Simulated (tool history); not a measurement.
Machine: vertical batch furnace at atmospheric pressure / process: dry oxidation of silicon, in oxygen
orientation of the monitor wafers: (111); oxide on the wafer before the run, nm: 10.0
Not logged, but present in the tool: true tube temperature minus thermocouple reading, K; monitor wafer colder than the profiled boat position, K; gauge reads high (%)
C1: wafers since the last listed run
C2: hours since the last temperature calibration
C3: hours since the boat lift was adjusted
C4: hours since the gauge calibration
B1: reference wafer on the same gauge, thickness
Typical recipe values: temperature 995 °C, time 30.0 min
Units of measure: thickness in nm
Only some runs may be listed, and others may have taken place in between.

{"run": 1, "hour": 0.0, "temperature": 995, "time": 30.0, "C1": 0, "C2": 2642.1, "C3": 2299.9, "C4": 507.3, "B1": 44.8, "thickness": 46.4}
{"run": 2, "hour": 46.8, "temperature": 995, "time": 30.0, "C1": 789, "C2": 2688.9, "C3": 2346.7, "C4": 554.1, "B1": 44.76, "thickness": 46.34}
{"run": 3, "hour": 153.4, "temperature": 995, "time": 30.0, "C1": 1797, "C2": 2795.5, "C3": 2453.3, "C4": 660.7, "B1": 44.82, "thickness": 46.38}
{"run": 4, "hour": 199.4, "temperature": 995, "time": 33.0, "C1": 775, "C2": 2841.5, "C3": 2499.3, "C4": 706.7, "B1": 44.79, "thickness": 48.96}
{"run": 5, "hour": 250.8, "temperature": 995, "time": 33.0, "C1": 866, "C2": 2892.9, "C3": 2550.7, "C4": 758.1, "B1": 44.77, "thickness": 48.94}
{"run": 6, "hour": 305.0, "temperature": 995, "time": 30.0, "C1": 913, "C2": 2947.1, "C3": 2604.9, "C4": 812.3, "B1": 44.79, "thickness": 46.46}
{"hour": 397.1, "done": "thermocouples replaced and temperature profile calibrated"}
{"hour": 408.3, "done": "boat lift adjusted"}
{"run": 7, "hour": 408.8, "temperature": 995, "time": 30.0, "C1": 1155, "C2": 11.7, "C3": 0.5, "C4": 916.1, "B1": 44.8, "thickness": 47.53}
{"hour": 438.4, "done": "gauge calibrated"}
{"run": 8, "hour": 501.4, "temperature": 988, "time": 20.0, "C1": 1561, "C2": 104.3, "C3": 93.1, "C4": 63.0, "B1": 44.83, "thickness": 35.78}
{"run": 9, "hour": 548.2, "temperature": 995, "time": 30.0, "C1": 789, "C2": 151.1, "C3": 139.9, "C4": 109.8, "B1": 44.79, "thickness": 47.29}
{"run": 10, "hour": 633.3, "temperature": 984, "time": 44.0, "C1": 1434, "C2": 236.2, "C3": 225.0, "C4": 194.9, "B1": 44.82, "thickness": 55.24}
{"run": 11, "hour": 712.5, "temperature": 995, "time": 33.0, "C1": 1335, "C2": 315.4, "C3": 304.2, "C4": 274.1, "B1": 44.79, "thickness": 49.92}
{"run": 12, "hour": 789.9, "temperature": 980, "time": 20.0, "C1": 1304, "C2": 392.8, "C3": 381.6, "C4": 351.5, "B1": 44.81, "thickness": 33.84}
{"run": 13, "hour": 846.5, "temperature": 1014, "time": 35.5, "C1": 954, "C2": 449.4, "C3": 438.2, "C4": 408.1, "B1": 44.8, "thickness": 59.5}
{"run": 14, "hour": 910.9, "temperature": 1018, "time": 39.0, "C1": 1085, "C2": 513.8, "C3": 502.6, "C4": 472.5, "B1": 44.83, "thickness": 65.05}

3 ways to go on from here, each from the tool as it stands after run 14. What would each give?
{"run": "A", "hour": 916.0, "temperature": 995, "time": 38.0, "C1": 85, "C2": 518.9, "C3": 507.7, "C4": 477.6, "B1": "?", "thickness": "?"}
{"run": "B", "hour": 916.0, "temperature": 995, "time": 21.0, "C1": 85, "C2": 518.9, "C3": 507.7, "C4": 477.6, "B1": "?", "thickness": "?"}
{"run": "C", "hour": 916.0, "temperature": 1007, "time": 18.5, "C1": 85, "C2": 518.9, "C3": 507.7, "C4": 477.6, "B1": "?", "thickness": "?"}

run=A B1=44.77 thickness=54.28
run=B B1=44.77 thickness=38.18
run=C B1=44.77 thickness=38.57
What these runs would have given with no unlogged condition in the tool:
run=A thickness=55.02
run=B thickness=38.68
run=C thickness=39.13
